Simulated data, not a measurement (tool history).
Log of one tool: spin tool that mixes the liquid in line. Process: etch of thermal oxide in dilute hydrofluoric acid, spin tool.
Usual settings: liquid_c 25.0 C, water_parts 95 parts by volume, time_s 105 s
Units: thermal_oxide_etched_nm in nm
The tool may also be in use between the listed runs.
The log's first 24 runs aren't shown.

run,day,liquid_c,water_parts,time_s,"read-back film thickness of the thermal oxide reference wafer, read on the same gauge (nm)",thermal_oxide_etched_nm
25,13.071,26.5,110,105,40.04,4.72
26,13.488,29.0,140,80,40.01,2.94
27,14.079,21.5,130,65,40.02,1.96
28,14.658,25.0,135,105,39.98,3.49
29,15.225,22.0,50,140,40.01,12.32
30,15.679,21.0,110,55,40.01,1.98
31,16.371,25.0,80,155,39.97,9.29
32,16.967,25.0,95,105,40.02,5.18
33,17.617,25.0,95,105,39.99,5.25
34,17.996,25.0,125,145,39.99,5.24
35,18.400,25.0,95,105,40.03,5.22

3 ways to go on from here, each from the tool as it stands after run 35. What would each give?
A,18.417,25.0,95,40,?,?
B,18.417,28.5,130,70,?,?
C,18.417,27.5,115,70,?,?

run,"read-back film thickness of the thermal oxide reference wafer, read on the same gauge (nm)",thermal_oxide_etched_nm
A,40.01,1.99
B,40.01,2.78
C,40.01,3.08
Without the tool's hidden state the same runs would have given:
run,thermal_oxide_etched_nm
A,1.99
B,2.78
C,3.08
